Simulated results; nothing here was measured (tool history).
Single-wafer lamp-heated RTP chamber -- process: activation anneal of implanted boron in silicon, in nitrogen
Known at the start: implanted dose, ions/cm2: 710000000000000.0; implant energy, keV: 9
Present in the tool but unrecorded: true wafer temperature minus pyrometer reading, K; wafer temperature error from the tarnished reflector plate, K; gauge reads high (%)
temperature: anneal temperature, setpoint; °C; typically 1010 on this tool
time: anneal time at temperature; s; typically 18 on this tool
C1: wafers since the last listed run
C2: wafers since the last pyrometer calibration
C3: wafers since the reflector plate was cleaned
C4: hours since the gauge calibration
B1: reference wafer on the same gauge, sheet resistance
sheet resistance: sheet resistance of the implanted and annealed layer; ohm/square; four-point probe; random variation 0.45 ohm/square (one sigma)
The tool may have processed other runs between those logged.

{"run": 1, "hour": 0.0, "temperature": 1010, "time": 18, "C1": 0, "C2": 5181, "C3": 12380, "C4": 888.8, "B1": 170.98, "sheet resistance": 204.7}
{"hour": 29.0, "done": "reflector plate cleaned"}
{"run": 2, "hour": 107.7, "temperature": 1010, "time": 18, "C1": 2423, "C2": 7604, "C3": 1913, "C4": 996.5, "B1": 171.11, "sheet resistance": 204.11}
{"run": 3, "hour": 144.9, "temperature": 1010, "time": 13, "C1": 904, "C2": 8509, "C3": 2818, "C4": 1033.7, "B1": 170.95, "sheet resistance": 205.18}
{"run": 4, "hour": 228.1, "temperature": 1010, "time": 12, "C1": 2022, "C2": 10532, "C3": 4840, "C4": 1116.9, "B1": 170.89, "sheet resistance": 206.28}
{"run": 5, "hour": 318.7, "temperature": 1010, "time": 12, "C1": 2202, "C2": 12734, "C3": 7043, "C4": 1207.5, "B1": 171.01, "sheet resistance": 205.56}
{"run": 6, "hour": 384.9, "temperature": 1010, "time": 18, "C1": 1609, "C2": 14344, "C3": 8652, "C4": 1273.7, "B1": 171.05, "sheet resistance": 203.88}
{"hour": 432.5, "done": "pyrometer window cleaned and pyrometer calibrated"}
{"run": 7, "hour": 657.3, "temperature": 1010, "time": 18, "C1": 6427, "C2": 5465, "C3": 15080, "C4": 1546.1, "B1": 171.0, "sheet resistance": 203.72}
{"hour": 673.3, "done": "reflector plate cleaned"}
{"run": 8, "hour": 728.7, "temperature": 1010, "time": 18, "C1": 1541, "C2": 7006, "C3": 1346, "C4": 1617.5, "B1": 170.96, "sheet resistance": 204.61}
{"run": 9, "hour": 804.5, "temperature": 1010, "time": 18, "C1": 1842, "C2": 8849, "C3": 3189, "C4": 1693.3, "B1": 170.88, "sheet resistance": 204.16}
{"run": 10, "hour": 850.4, "temperature": 1010, "time": 18, "C1": 1115, "C2": 9965, "C3": 4304, "C4": 1739.2, "B1": 171.04, "sheet resistance": 204.52}
{"run": 11, "hour": 921.0, "temperature": 1010, "time": 18, "C1": 1716, "C2": 11681, "C3": 6021, "C4": 1809.8, "B1": 170.96, "sheet resistance": 203.85}
{"hour": 977.6, "done": "pyrometer window cleaned and pyrometer calibrated"}
{"run": 12, "hour": 1020.0, "temperature": 1010, "time": 18, "C1": 2212, "C2": 1030, "C3": 8233, "C4": 1908.8, "B1": 171.14, "sheet resistance": 204.58}
{"run": 13, "hour": 1105.5, "temperature": 1010, "time": 18, "C1": 2078, "C2": 3108, "C3": 10312, "C4": 1994.3, "B1": 171.02, "sheet resistance": 204.41}
{"run": 14, "hour": 1185.2, "temperature": 1010, "time": 18, "C1": 1937, "C2": 5046, "C3": 12249, "C4": 2074.0, "B1": 170.93, "sheet resistance": 204.23}
{"hour": 1280.3, "done": "reflector plate cleaned"}
{"run": 15, "hour": 1292.0, "temperature": 1010, "time": 10, "C1": 2401, "C2": 7448, "C3": 283, "C4": 2180.8, "B1": 171.0, "sheet resistance": 206.09}
{"run": 16, "hour": 1336.3, "temperature": 1010, "time": 18, "C1": 1076, "C2": 8525, "C3": 1360, "C4": 2225.1, "B1": 170.86, "sheet resistance": 204.1}
{"run": 17, "hour": 1422.1, "temperature": 1010, "time": 18, "C1": 2085, "C2": 10611, "C3": 3446, "C4": 2310.9, "B1": 171.1, "sheet resistance": 204.34}
{"run": 18, "hour": 1517.0, "temperature": 1010, "time": 18, "C1": 2307, "C2": 12918, "C3": 5753, "C4": 2405.8, "B1": 170.9, "sheet resistance": 204.78}
{"run": 19, "hour": 1589.0, "temperature": 1039, "time": 23, "C1": 1750, "C2": 14668, "C3": 7503, "C4": 2477.8, "B1": 170.82, "sheet resistance": 197.91}
{"run": 20, "hour": 1652.8, "temperature": 1021, "time": 7, "C1": 1551, "C2": 16220, "C3": 9054, "C4": 2541.6, "B1": 171.01, "sheet resistance": 204.99}
{"hour": 1675.5, "done": "pyrometer window cleaned and pyrometer calibrated"}
{"run": 21, "hour": 1733.4, "temperature": 981, "time": 15, "C1": 1765, "C2": 1407, "C3": 10819, "C4": 2622.2, "B1": 170.97, "sheet resistance": 218.65}
{"run": 22, "hour": 1784.7, "temperature": 981, "time": 18, "C1": 1247, "C2": 2654, "C3": 12066, "C4": 2673.5, "B1": 171.05, "sheet resistance": 217.23}
{"hour": 1833.7, "done": "reflector plate cleaned"}
{"run": 23, "hour": 1849.6, "temperature": 1039, "time": 23, "C1": 1383, "C2": 4037, "C3": 385, "C4": 2738.4, "B1": 171.05, "sheet resistance": 198.42}
{"run": 24, "hour": 1936.0, "temperature": 1029, "time": 23, "C1": 2100, "C2": 6138, "C3": 2485, "C4": 2824.8, "B1": 171.09, "sheet resistance": 199.5}
{"hour": 2013.1, "done": "gauge calibrated"}
{"run": 25, "hour": 2216.2, "temperature": 1039, "time": 22, "C1": 6812, "C2": 12950, "C3": 9297, "C4": 203.1, "B1": 170.98, "sheet resistance": 198.84}
{"hour": 2230.3, "done": "pyrometer window cleaned and pyrometer calibrated"}
{"run": 26, "hour": 2313.2, "temperature": 993, "time": 18, "C1": 2163, "C2": 2014, "C3": 11461, "C4": 300.1, "B1": 171.11, "sheet resistance": 210.38}
{"run": 27, "hour": 2378.8, "temperature": 985, "time": 13, "C1": 1594, "C2": 3609, "C3": 13056, "C4": 365.7, "B1": 170.98, "sheet resistance": 216.52}
{"hour": 2393.2, "done": "reflector plate cleaned"}
{"run": 28, "hour": 2482.8, "temperature": 1010, "time": 18, "C1": 2333, "C2": 5943, "C3": 2178, "C4": 469.7, "B1": 171.02, "sheet resistance": 204.65}
{"run": 29, "hour": 2553.2, "temperature": 1028, "time": 23, "C1": 1711, "C2": 7654, "C3": 3889, "C4": 540.1, "B1": 170.96, "sheet resistance": 199.23}
{"run": 30, "hour": 2592.2, "temperature": 983, "time": 13, "C1": 948, "C2": 8602, "C3": 4837, "C4": 579.1, "B1": 171.05, "sheet resistance": 218.13}
{"run": 31, "hour": 2652.4, "temperature": 1010, "time": 13, "C1": 1463, "C2": 10066, "C3": 6301, "C4": 639.3, "B1": 171.0, "sheet resistance": 205.8}
{"run": 32, "hour": 2703.5, "temperature": 1010, "time": 18, "C1": 1242, "C2": 11308, "C3": 7543, "C4": 690.4, "B1": 171.03, "sheet resistance": 203.49}
{"run": 33, "hour": 2775.9, "temperature": 1010, "time": 18, "C1": 1760, "C2": 13068, "C3": 9303, "C4": 762.8, "B1": 170.85, "sheet resistance": 204.57}
{"run": 34, "hour": 2858.4, "temperature": 1010, "time": 11, "C1": 2005, "C2": 15074, "C3": 11309, "C4": 845.3, "B1": 171.15, "sheet resistance": 205.86}
{"hour": 2889.2, "done": "pyrometer window cleaned and pyrometer calibrated"}
{"run": 35, "hour": 2961.5, "temperature": 1010, "time": 27, "C1": 2312, "C2": 1757, "C3": 13621, "C4": 948.4, "B1": 170.95, "sheet resistance": 202.47}
{"hour": 3067.1, "done": "reflector plate cleaned"}
{"run": 36, "hour": 3067.6, "temperature": 1010, "time": 18, "C1": 2384, "C2": 4142, "C3": 11, "C4": 1054.5, "B1": 171.01, "sheet resistance": 203.53}

For each entry between runs, how does the tool's hidden state at the last listed run before it compare with that at the first listed run after it?
In the gap between runs 1 and 2: reflector plate cleaned (hour 29.0)
  the hidden state is the same at both runs
In the gap between runs 6 and 7: pyrometer window cleaned and pyrometer calibrated (hour 432.5)
  the hidden state is the same at both runs
In the gap between runs 7 and 8: reflector plate cleaned (hour 673.3)
  the hidden state is the same at both runs
In the gap between runs 11 and 12: pyrometer window cleaned and pyrometer calibrated (hour 977.6)
  the hidden state is the same at both runs
In the gap between runs 14 and 15: reflector plate cleaned (hour 1280.3)
  the hidden state is the same at both runs
In the gap between runs 20 and 21: pyrometer window cleaned and pyrometer calibrated (hour 1675.5)
  the hidden state is the same at both runs
In the gap between runs 22 and 23: reflector plate cleaned (hour 1833.7)
  the hidden state is the same at both runs
In the gap between runs 24 and 25: gauge calibrated (hour 2013.1)
  the hidden state is the same at both runs
In the gap between runs 25 and 26: pyrometer window cleaned and pyrometer calibrated (hour 2230.3)
  the hidden state is the same at both runs
In the gap between runs 27 and 28: reflector plate cleaned (hour 2393.2)
  the hidden state is the same at both runs
In the gap between runs 34 and 35: pyrometer window cleaned and pyrometer calibrated (hour 2889.2)
  the hidden state is the same at both runs
In the gap between runs 35 and 36: reflector plate cleaned (hour 3067.1)
  the hidden state is the same at both runs
